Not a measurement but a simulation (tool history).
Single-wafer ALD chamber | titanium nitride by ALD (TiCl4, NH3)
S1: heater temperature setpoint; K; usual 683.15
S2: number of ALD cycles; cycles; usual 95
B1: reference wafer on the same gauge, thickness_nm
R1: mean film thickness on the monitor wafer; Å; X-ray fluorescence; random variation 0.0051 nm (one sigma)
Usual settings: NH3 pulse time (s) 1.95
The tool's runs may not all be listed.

{"run": 1, "day": 0.0, "S1": 683.15, "S2": 95, "NH3 pulse time (s)": 1.95, "B1": 1.996, "R1": 20.81}
{"run": 2, "day": 2.133, "S1": 683.15, "S2": 95, "NH3 pulse time (s)": 1.95, "B1": 1.995, "R1": 20.74}
{"run": 3, "day": 4.742, "S1": 683.15, "S2": 95, "NH3 pulse time (s)": 1.95, "B1": 1.995, "R1": 20.8}
{"run": 4, "day": 6.317, "S1": 683.15, "S2": 95, "NH3 pulse time (s)": 1.95, "B1": 2, "R1": 20.78}
{"run": 5, "day": 8.358, "S1": 683.15, "S2": 95, "NH3 pulse time (s)": 1.95, "B1": 1.996, "R1": 20.76}
{"run": 6, "day": 11.188, "S1": 683.15, "S2": 95, "NH3 pulse time (s)": 1.95, "B1": 1.998, "R1": 20.72}
{"run": 7, "day": 12.912, "S1": 683.15, "S2": 95, "NH3 pulse time (s)": 1.95, "B1": 1.998, "R1": 20.75}
{"run": 8, "day": 13.921, "S1": 683.15, "S2": 95, "NH3 pulse time (s)": 1.95, "B1": 1.995, "R1": 20.66}
{"run": 9, "day": 16.338, "S1": 676.15, "S2": 103, "NH3 pulse time (s)": 1.95, "B1": 1.998, "R1": 22.54}
{"run": 10, "day": 18.762, "S1": 676.15, "S2": 103, "NH3 pulse time (s)": 1.95, "B1": 1.999, "R1": 22.4}
{"run": 11, "day": 21.075, "S1": 676.15, "S2": 103, "NH3 pulse time (s)": 1.95, "B1": 1.998, "R1": 22.56}
{"run": 12, "day": 24.058, "S1": 683.15, "S2": 95, "NH3 pulse time (s)": 1.95, "B1": 2.002, "R1": 20.82}
{"run": 13, "day": 26.692, "S1": 683.15, "S2": 95, "NH3 pulse time (s)": 1.95, "B1": 1.998, "R1": 20.82}
{"run": 14, "day": 28.338, "S1": 683.15, "S2": 95, "NH3 pulse time (s)": 1.95, "B1": 2, "R1": 20.8}
{"run": 15, "day": 30.55, "S1": 683.15, "S2": 95, "NH3 pulse time (s)": 1.95, "B1": 2.001, "R1": 20.8}
{"day": 30.871, "done": "gauge calibrated"}
{"day": 32.204, "done": "showerhead replaced"}
{"run": 16, "day": 32.929, "S1": 683.15, "S2": 95, "NH3 pulse time (s)": 1.95, "B1": 1.963, "R1": 20.44}
{"run": 17, "day": 34.258, "S1": 683.15, "S2": 95, "NH3 pulse time (s)": 1.95, "B1": 1.962, "R1": 20.5}
{"day": 37.017, "done": "thermocouple changed; heater temperature recalibrated"}
{"run": 18, "day": 37.038, "S1": 683.15, "S2": 95, "NH3 pulse time (s)": 1.95, "B1": 1.965, "R1": 20.53}
{"run": 19, "day": 37.908, "S1": 683.15, "S2": 95, "NH3 pulse time (s)": 1.22, "B1": 1.964, "R1": 19.69}
{"run": 20, "day": 38.933, "S1": 669.15, "S2": 78, "NH3 pulse time (s)": 2.44, "B1": 1.966, "R1": 16.92}
{"run": 21, "day": 46.038, "S1": 683.15, "S2": 95, "NH3 pulse time (s)": 1.38, "B1": 1.974, "R1": 20.14}
{"run": 22, "day": 47.479, "S1": 676.15, "S2": 113, "NH3 pulse time (s)": 1.95, "B1": 1.973, "R1": 24.39}
{"run": 23, "day": 49.075, "S1": 683.15, "S2": 95, "NH3 pulse time (s)": 1.95, "B1": 1.98, "R1": 20.63}
{"run": 24, "day": 50.383, "S1": 674.15, "S2": 106, "NH3 pulse time (s)": 2.29, "B1": 1.978, "R1": 23.14}
{"run": 25, "day": 51.975, "S1": 692.15, "S2": 85, "NH3 pulse time (s)": 1.29, "B1": 1.978, "R1": 17.98}
{"run": 26, "day": 54.454, "S1": 683.15, "S2": 95, "NH3 pulse time (s)": 1.95, "B1": 1.978, "R1": 20.69}
{"run": 27, "day": 55.825, "S1": 697.15, "S2": 90, "NH3 pulse time (s)": 1.69, "B1": 1.98, "R1": 19.48}
{"run": 28, "day": 57.671, "S1": 674.15, "S2": 95, "NH3 pulse time (s)": 1.95, "B1": 1.982, "R1": 20.53}
{"run": 29, "day": 60.442, "S1": 683.15, "S2": 82, "NH3 pulse time (s)": 1.95, "B1": 1.982, "R1": 17.85}

Forecast run 30:
{"run": 30, "day": 62.229, "S1": 676.15, "S2": 79, "NH3 pulse time (s)": 1.61, "B1": "?", "R1": "?"}

B1: 1.983
R1: 16.89 Å
Without the tool's hidden state the same run would have given R1 16.68 Å.

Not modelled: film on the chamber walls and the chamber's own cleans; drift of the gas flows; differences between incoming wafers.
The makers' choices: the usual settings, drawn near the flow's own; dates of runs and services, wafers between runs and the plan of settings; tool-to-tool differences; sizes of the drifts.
